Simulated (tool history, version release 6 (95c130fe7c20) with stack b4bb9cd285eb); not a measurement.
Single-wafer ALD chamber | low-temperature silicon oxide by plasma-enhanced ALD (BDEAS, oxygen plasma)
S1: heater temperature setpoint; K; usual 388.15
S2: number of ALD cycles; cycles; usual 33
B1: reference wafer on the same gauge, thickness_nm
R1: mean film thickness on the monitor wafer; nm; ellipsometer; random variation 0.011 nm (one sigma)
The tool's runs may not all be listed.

run	hour	S1	S2	B1	R1
1	0	388.15	33	4.97	4.38
2	17	388.15	33	4.967	4.382
3	31.4	388.15	33	4.966	4.38
4	40.9	388.15	33	4.966	4.346
5	50.7	392.15	33	4.957	4.324
6	60.9	392.15	33	4.96	4.324
7	73.3	392.15	33	4.959	4.328
8	90	388.15	33	4.945	4.357
9	102.3	388.15	33	4.946	4.374
10	114.9	388.15	33	4.945	4.339
11	123.5	388.15	33	4.938	4.341
12	174.5	388.15	33	4.918	4.331
13	188.8	388.15	33	4.912	4.325
14	196.2	388.15	33	4.907	4.329
# hour 199.1: gauge calibrated
15	213.1	393.15	33	5.002	4.36
16	229.6	400.15	27	5.002	3.498
17	245.2	374.15	33	5	4.535
18	254.5	381.15	38	5.001	5.123
# hour 306: thermocouple changed; heater temperature recalibrated
19	306.5	388.15	33	5.001	4.392
20	310.2	400.15	30	4.991	3.881
21	323.1	378.15	33	4.993	4.48
22	333.5	388.15	33	4.988	4.378
23	344.6	402.15	30	4.989	3.885
24	354	380.15	27	4.984	3.652
25	364	378.15	37	4.986	5.014
26	374.2	395.15	27	4.983	3.544
27	383	398.15	37	4.979	4.804
28	389.9	395.15	31	4.975	4.078
29	405.6	388.15	35	4.973	4.669
30	416.8	381.15	38	4.971	5.116

What the log doesn't show, run by run:
wafer temperature above the value expected at the setpoint (K): 0 in every run
H1: gauge reads high (%)
run	H1
1	-0.586
2	-0.655
3	-0.719
4	-0.764
5	-0.812
6	-0.865
7	-0.933
8	-1.03
9	-1.11
10	-1.19
11	-1.25
12	-1.63
13	-1.74
14	-1.81
15	-0.0183
16	-0.0273
17	-0.0419
18	-0.0534
19	-0.157
20	-0.166
21	-0.203
22	-0.236
23	-0.274
24	-0.309
25	-0.348
26	-0.39
27	-0.428
28	-0.46
29	-0.536
30	-0.594
